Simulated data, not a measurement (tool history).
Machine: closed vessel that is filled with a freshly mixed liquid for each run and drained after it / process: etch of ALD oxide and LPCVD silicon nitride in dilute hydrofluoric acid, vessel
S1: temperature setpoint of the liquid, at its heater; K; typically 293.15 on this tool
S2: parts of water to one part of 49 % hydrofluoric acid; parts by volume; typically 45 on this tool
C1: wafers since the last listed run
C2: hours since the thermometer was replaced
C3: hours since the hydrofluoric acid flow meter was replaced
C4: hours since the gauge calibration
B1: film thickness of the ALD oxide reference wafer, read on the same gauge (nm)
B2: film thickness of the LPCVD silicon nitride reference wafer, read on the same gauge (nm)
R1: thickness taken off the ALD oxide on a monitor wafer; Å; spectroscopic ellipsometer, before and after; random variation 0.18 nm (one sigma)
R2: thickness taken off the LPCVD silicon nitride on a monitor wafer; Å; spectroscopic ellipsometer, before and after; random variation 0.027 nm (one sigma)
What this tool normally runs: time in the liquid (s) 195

run 1 hour=0 | S1=295.65 S2=45 time_in_the_liquid_(s)=195 | C1=0 C2=2433 C3=1243.4 C4=65.1 | B1=80.01 B2=49.964 | R1=368.8 R2=16.93
run 2 hour=11.4 | S1=295.65 S2=45 time_in_the_liquid_(s)=195 | C1=1418 C2=2444.4 C3=1254.8 C4=76.5 | B1=79.99 B2=50.026 | R1=365.1 R2=16.71
run 3 hour=17.5 | S1=293.15 S2=40 time_in_the_liquid_(s)=155 | C1=759 C2=2450.5 C3=1260.9 C4=82.6 | B1=79.99 B2=49.988 | R1=296.4 R2=12.68
run 4 hour=51.3 | S1=293.15 S2=40 time_in_the_liquid_(s)=155 | C1=4206 C2=2484.3 C3=1294.7 C4=116.4 | B1=80 B2=50.042 | R1=294.3 R2=12.25
run 5 hour=67.7 | S1=293.15 S2=40 time_in_the_liquid_(s)=155 | C1=2041 C2=2500.7 C3=1311.1 C4=132.8 | B1=80.01 B2=50.011 | R1=294.8 R2=12.25
run 6 hour=80.7 | S1=293.15 S2=45 time_in_the_liquid_(s)=195 | C1=1618 C2=2513.7 C3=1324.1 C4=145.8 | B1=80.03 B2=49.987 | R1=326.2 R2=13.9
run 7 hour=95.1 | S1=293.15 S2=45 time_in_the_liquid_(s)=195 | C1=1792 C2=2528.1 C3=1338.5 C4=160.2 | B1=79.99 B2=50.014 | R1=325.7 R2=13.75
-- hour=101.6 thermometer replaced
-- hour=107.4 hydrofluoric acid flow meter replaced
run 8 hour=112 | S1=293.15 S2=45 time_in_the_liquid_(s)=195 | C1=1854 C2=10.4 C3=4.6 C4=177.1 | B1=80.02 B2=50.023 | R1=382.2 R2=16.19
-- hour=118 gauge calibrated
run 9 hour=118.3 | S1=297.65 S2=65 time_in_the_liquid_(s)=80 | C1=784 C2=16.7 C3=10.9 C4=0.3 | B1=80.03 B2=50.006 | R1=127.1 R2=6.12
run 10 hour=127.4 | S1=293.15 S2=45 time_in_the_liquid_(s)=195 | C1=1132 C2=25.8 C3=20 C4=9.4 | B1=80.02 B2=50.011 | R1=382 R2=15.96
run 11 hour=144.5 | S1=293.15 S2=60 time_in_the_liquid_(s)=250 | C1=2128 C2=42.9 C3=37.1 C4=26.5 | B1=80.04 B2=50.019 | R1=360.6 R2=15.54
run 12 hour=155.4 | S1=293.15 S2=60 time_in_the_liquid_(s)=195 | C1=1356 C2=53.8 C3=48 C4=37.4 | B1=79.99 B2=49.997 | R1=278.3 R2=12.66
run 13 hour=166.6 | S1=293.15 S2=45 time_in_the_liquid_(s)=260 | C1=1394 C2=65 C3=59.2 C4=48.6 | B1=79.97 B2=49.974 | R1=500.9 R2=20.99
run 14 hour=174.7 | S1=293.15 S2=45 time_in_the_liquid_(s)=195 | C1=1008 C2=73.1 C3=67.3 C4=56.7 | B1=80.05 B2=49.973 | R1=376.1 R2=15.9
run 15 hour=187.7 | S1=297.65 S2=45 time_in_the_liquid_(s)=150 | C1=1618 C2=86.1 C3=80.3 C4=69.7 | B1=79.95 B2=49.988 | R1=349.4 R2=16.77
run 16 hour=194.5 | S1=293.15 S2=45 time_in_the_liquid_(s)=195 | C1=846 C2=92.9 C3=87.1 C4=76.5 | B1=80.01 B2=49.987 | R1=376.2 R2=16.07
run 17 hour=209.1 | S1=295.15 S2=55 time_in_the_liquid_(s)=225 | C1=1817 C2=107.5 C3=101.7 C4=91.1 | B1=80.01 B2=50.01 | R1=382.9 R2=17.58

Below are 4 alternative next runs, each starting from the tool's condition after run 17. Predict each:
run A hour=209.8 | S1=297.15 S2=45 time_in_the_liquid_(s)=195 | C1=87 C2=108.2 C3=102.4 C4=91.8 | B1=? B2=? | R1=? R2=?
run B hour=209.8 | S1=293.15 S2=60 time_in_the_liquid_(s)=230 | C1=87 C2=108.2 C3=102.4 C4=91.8 | B1=? B2=? | R1=? R2=?
run C hour=209.8 | S1=296.15 S2=25 time_in_the_liquid_(s)=120 | C1=87 C2=108.2 C3=102.4 C4=91.8 | B1=? B2=? | R1=? R2=?
run D hour=209.8 | S1=297.65 S2=65 time_in_the_liquid_(s)=225 | C1=87 C2=108.2 C3=102.4 C4=91.8 | B1=? B2=? | R1=? R2=?

run=A B1=80.02 B2=49.993 R1=448.6 R2=21.53
run=B B1=80.02 B2=49.993 R1=329.5 R2=14.59
run=C B1=80.02 B2=49.993 R1=489.6 R2=21.88
run=D B1=80.02 B2=49.993 R1=356 R2=17.91
With the hidden condition removed and each run's random variation left untouched, the same runs would have given:
run=A R1=456.8 R2=21.89
run=B R1=335.6 R2=14.83
run=C R1=498.3 R2=22.24
run=D R1=362.7 R2=18.21
